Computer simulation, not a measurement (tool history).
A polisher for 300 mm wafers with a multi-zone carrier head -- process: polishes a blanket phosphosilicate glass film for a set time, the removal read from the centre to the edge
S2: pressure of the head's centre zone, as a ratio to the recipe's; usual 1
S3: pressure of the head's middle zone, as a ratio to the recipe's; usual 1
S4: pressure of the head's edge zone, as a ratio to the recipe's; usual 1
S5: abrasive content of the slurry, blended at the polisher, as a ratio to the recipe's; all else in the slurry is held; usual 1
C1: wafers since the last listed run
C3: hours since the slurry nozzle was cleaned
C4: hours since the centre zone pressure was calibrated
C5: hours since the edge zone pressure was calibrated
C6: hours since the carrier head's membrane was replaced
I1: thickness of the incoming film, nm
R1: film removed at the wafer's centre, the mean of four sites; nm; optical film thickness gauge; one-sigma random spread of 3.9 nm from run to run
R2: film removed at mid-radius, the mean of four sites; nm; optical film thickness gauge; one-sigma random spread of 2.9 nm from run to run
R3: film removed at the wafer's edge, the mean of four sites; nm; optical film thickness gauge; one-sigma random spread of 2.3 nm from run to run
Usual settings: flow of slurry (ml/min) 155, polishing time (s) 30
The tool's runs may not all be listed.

Run 1, day 0: usual settings but polishing time (s) 38; C1 0; wafers polished on this pad 1187; C3 732.4; C4 135; C5 1649.3; C6 1343.2; I1 3655.8. Result: R1 400.1 nm, R2 409.3 nm, R3 408.6 nm.
At day 0.325: edge zone pressure recalibrated.
Run 2, day 0.971: usual settings but S5 1.25; C1 232; wafers polished on this pad 1420; C3 755.7; C4 158.3; C5 15.5; C6 1366.5; I1 3598.8. Result: R1 365.9 nm, R2 369.3 nm, R3 373.2 nm.
Run 3, day 1.742: usual settings but S5 1.25; C1 202; wafers polished on this pad 1622; C3 774.2; C4 176.8; C5 34; C6 1385; I1 3594.1. Result: R1 369.2 nm, R2 373.6 nm, R3 376.6 nm.
Run 4, day 2.725: usual settings but flow of slurry (ml/min) 190, S2 1.09, S4 1.11; C1 258; wafers polished on this pad 1880; C3 797.8; C4 200.4; C5 57.6; C6 1408.6; I1 3598.2. Result: R1 356.4 nm, R2 333.7 nm, R3 351.3 nm.
At day 3.758: worn pad replaced by a new one.
Run 5, day 3.779: usual settings but S2 1.04, polishing time (s) 36; C1 232; wafers polished on this pad 5; C3 823.1; C4 225.7; C5 82.9; C6 1433.9; I1 3633.9. Result: R1 395.3 nm, R2 378.9 nm, R3 386.1 nm.
Run 6, day 4.221: usual settings but flow of slurry (ml/min) 175; C1 115; wafers polished on this pad 121; C3 833.7; C4 236.3; C5 93.5; C6 1444.5; I1 3568.3. Result: R1 326.4 nm, R2 330 nm, R3 327.4 nm.
Run 7, day 5.417: usual settings; C1 313; wafers polished on this pad 435; C3 862.4; C4 265; C5 122.2; C6 1473.2; I1 3679.5. Result: R1 310.7 nm, R2 317.8 nm, R3 321.2 nm.
Run 8, day 6.308: usual settings but flow of slurry (ml/min) 200, S2 0.92, S3 1.06, S5 0.8; C1 234; wafers polished on this pad 669; C3 883.8; C4 286.4; C5 143.6; C6 1494.6; I1 3673.7. Result: R1 249.1 nm, R2 283.1 nm, R3 270.9 nm.
At day 7.446: carrier head's membrane replaced by a new one.
At day 7.496: slurry nozzle cleaned.
Run 9, day 10.529: usual settings but flow of slurry (ml/min) 185, S4 0.89, polishing time (s) 39; C1 1042; wafers polished on this pad 1712; C3 72.8; C4 387.7; C5 244.9; C6 74; I1 3600. Result: R1 468.6 nm, R2 459.9 nm, R3 428.3 nm.
Run 10, day 11.2: usual settings but S3 0.93, polishing time (s) 25; C1 176; wafers polished on this pad 1888; C3 88.9; C4 403.8; C5 261; C6 90.1; I1 3648.3. Result: R1 287.7 nm, R2 271.9 nm, R3 284.3 nm.
Run 11, day 11.825: usual settings but flow of slurry (ml/min) 115; C1 164; wafers polished on this pad 2052; C3 103.9; C4 418.8; C5 276; C6 105.1; I1 3601.2. Result: R1 323.4 nm, R2 329.3 nm, R3 332.3 nm.
Run 12, day 12.933: usual settings; C1 290; wafers polished on this pad 2343; C3 130.5; C4 445.4; C5 302.6; C6 131.7; I1 3574. Result: R1 338.4 nm, R2 338.3 nm, R3 345.2 nm.
Run 13, day 13.962: usual settings but S2 1.04, S3 0.93, S4 0.92, S5 1.25; C1 270; wafers polished on this pad 2613; C3 155.2; C4 470.1; C5 327.3; C6 156.4; I1 3613.4. Result: R1 417.4 nm, R2 371.5 nm, R3 373.8 nm.
At day 14.538: worn pad replaced by a new one.
Run 14, day 15.342: usual settings but S2 1.1, S3 1.08, polishing time (s) 22; C1 318; wafers polished on this pad 210; C3 188.3; C4 503.2; C5 360.4; C6 189.5; I1 3656.4. Result: R1 275.1 nm, R2 270.7 nm, R3 248.8 nm.
Run 15, day 16.096: usual settings but flow of slurry (ml/min) 210, S2 1.1; C1 197; wafers polished on this pad 408; C3 206.4; C4 521.3; C5 378.5; C6 207.6; I1 3613.3. Result: R1 383.4 nm, R2 360.2 nm, R3 354.3 nm.
Run 16, day 16.833: usual settings but S3 0.92; C1 193; wafers polished on this pad 602; C3 224.1; C4 539; C5 396.2; C6 225.3; I1 3612.2. Result: R1 340.5 nm, R2 317.9 nm, R3 341.9 nm.
Run 17, day 17.958: usual settings but S2 0.93; C1 295; wafers polished on this pad 897; C3 251.1; C4 566; C5 423.2; C6 252.3; I1 3589.9. Result: R1 313.8 nm, R2 343.7 nm, R3 333.6 nm.
Run 18, day 18.792: usual settings; C1 218; wafers polished on this pad 1116; C3 271.1; C4 586; C5 443.2; C6 272.3; I1 3620.1. Result: R1 342.4 nm, R2 340.2 nm, R3 338.6 nm.
Run 19, day 19.446: usual settings but S2 1.1; C1 171; wafers polished on this pad 1288; C3 286.8; C4 601.7; C5 458.9; C6 288; I1 3647.2. Result: R1 369.3 nm, R2 341.5 nm, R3 337 nm.
Run 20, day 20.504: usual settings but S5 0.75; C1 277; wafers polished on this pad 1565; C3 312.2; C4 627.1; C5 484.3; C6 313.4; I1 3596.2. Result: R1 253.2 nm, R2 256 nm, R3 254 nm.
Run 21, day 21.471: usual settings but S3 0.91, S4 1.06, S5 0.8, polishing time (s) 36; C1 253; wafers polished on this pad 1819; C3 335.4; C4 650.3; C5 507.5; C6 336.6; I1 3680.6. Result: R1 328 nm, R2 306.8 nm, R3 339.5 nm.
Run 22, day 22.217: usual settings; C1 195; wafers polished on this pad 2015; C3 353.3; C4 668.2; C5 525.4; C6 354.5; I1 3619.6. Result: R1 340.6 nm, R2 341.5 nm, R3 335.7 nm.

How would selected steps in R1 from run to run divide? Give the signed amount a tool lacking its hidden state would still show from settings, what came in and random variation, and the signed amount left for the hidden state, including any gauge scatter that is not in both of the compared results.
Hidden state present: removal rate lost through wear of the pad, %; slurry flow missing at the pad, %; deviation of the centre zone's pressure from its setpoint, %; deviation of the edge zone's pressure from its setpoint, %.
Run 7 -> 8: flow of slurry (ml/min) 155 -> 200, S2 1 -> 0.92, S3 1 -> 1.06, S5 1 -> 0.8. R1 -61.6 nm: hidden state +12.4, all else -74.
Run 8 -> 9: flow of slurry (ml/min) 200 -> 185, S2 0.92 -> 1, S3 1.06 -> 1, S4 1 -> 0.89, S5 0.8 -> 1, polishing time (s) 30 -> 39, carrier head's membrane replaced by a new one, slurry nozzle cleaned. R1 +219.5 nm: hidden state +21, all else +198.5.
Run 9 -> 10: flow of slurry (ml/min) 185 -> 155, S3 1 -> 0.93, S4 0.89 -> 1, polishing time (s) 39 -> 25. R1 -180.9 nm: hidden state +0.6, all else -181.5.
